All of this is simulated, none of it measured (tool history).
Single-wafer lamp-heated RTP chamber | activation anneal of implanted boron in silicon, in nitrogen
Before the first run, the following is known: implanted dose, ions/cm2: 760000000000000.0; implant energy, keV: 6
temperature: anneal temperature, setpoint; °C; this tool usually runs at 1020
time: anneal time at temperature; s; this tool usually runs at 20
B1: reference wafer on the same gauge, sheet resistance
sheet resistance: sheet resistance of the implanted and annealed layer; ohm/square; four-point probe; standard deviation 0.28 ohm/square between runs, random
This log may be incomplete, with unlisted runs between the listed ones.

run 1 day=0.000 | temperature=1020 time=20 | B1=174.97 | sheet_resistance=161.86
run 2 day=0.417 | temperature=1020 time=20 | B1=175.05 | sheet_resistance=161.45
run 3 day=0.842 | temperature=998 time=20 | B1=175.10 | sheet_resistance=168.30
run 4 day=1.512 | temperature=998 time=20 | B1=174.99 | sheet_resistance=168.15
run 5 day=2.262 | temperature=998 time=20 | B1=174.99 | sheet_resistance=168.32
run 6 day=2.917 | temperature=1020 time=13 | B1=175.07 | sheet_resistance=164.33
run 7 day=3.567 | temperature=1020 time=13 | B1=175.12 | sheet_resistance=163.97
run 8 day=3.929 | temperature=1020 time=12 | B1=175.03 | sheet_resistance=164.64
run 9 day=4.408 | temperature=1020 time=12 | B1=175.04 | sheet_resistance=164.96
run 10 day=4.675 | temperature=1020 time=12 | B1=175.00 | sheet_resistance=164.29
run 11 day=4.983 | temperature=1020 time=20 | B1=175.06 | sheet_resistance=160.71
-- day=5.396 pyrometer window cleaned and pyrometer calibrated
run 12 day=5.496 | temperature=1040 time=20 | B1=174.96 | sheet_resistance=157.13
run 13 day=5.925 | temperature=1040 time=20 | B1=175.01 | sheet_resistance=157.30
run 14 day=7.462 | temperature=1040 time=20 | B1=175.04 | sheet_resistance=156.78
run 15 day=8.133 | temperature=1006 time=14 | B1=175.03 | sheet_resistance=167.17
run 16 day=8.621 | temperature=1050 time=20 | B1=175.03 | sheet_resistance=154.09
-- day=8.946 gauge calibrated
-- day=9.100 reflector plate cleaned
run 17 day=9.296 | temperature=1009 time=20 | B1=174.97 | sheet_resistance=167.21
run 18 day=9.867 | temperature=1028 time=20 | B1=174.96 | sheet_resistance=160.66
run 19 day=10.400 | temperature=1040 time=20 | B1=174.97 | sheet_resistance=158.02
run 20 day=11.000 | temperature=1041 time=20 | B1=175.02 | sheet_resistance=157.54
run 21 day=11.483 | temperature=1020 time=13 | B1=174.98 | sheet_resistance=166.00
run 22 day=12.017 | temperature=996 time=29 | B1=175.01 | sheet_resistance=167.88
run 23 day=12.379 | temperature=1020 time=20 | B1=174.97 | sheet_resistance=162.96
run 24 day=13.083 | temperature=1020 time=20 | B1=175.08 | sheet_resistance=162.73
run 25 day=14.758 | temperature=1034 time=29 | B1=174.96 | sheet_resistance=155.71
run 26 day=15.183 | temperature=999 time=29 | B1=174.95 | sheet_resistance=166.39
run 27 day=15.721 | temperature=1028 time=30 | B1=175.05 | sheet_resistance=157.63
run 28 day=16.138 | temperature=1030 time=28 | B1=174.96 | sheet_resistance=157.29
run 29 day=16.517 | temperature=1012 time=24 | B1=174.99 | sheet_resistance=163.34

Forecast each of these 4 alternatives for the next run:
run A day=16.533 | temperature=1020 time=26 | B1=? | sheet_resistance=?
run B day=16.533 | temperature=1042 time=31 | B1=? | sheet_resistance=?
run C day=16.533 | temperature=998 time=29 | B1=? | sheet_resistance=?
run D day=16.533 | temperature=997 time=12 | B1=? | sheet_resistance=?

run=A B1=175.04 sheet_resistance=160.73
run=B B1=175.04 sheet_resistance=153.52
run=C B1=175.04 sheet_resistance=166.75
run=D B1=175.04 sheet_resistance=173.41
With no hidden state in the tool, these same runs would have given:
run=A sheet_resistance=164.14
run=B sheet_resistance=156.29
run=C sheet_resistance=170.94
run=D sheet_resistance=178.63
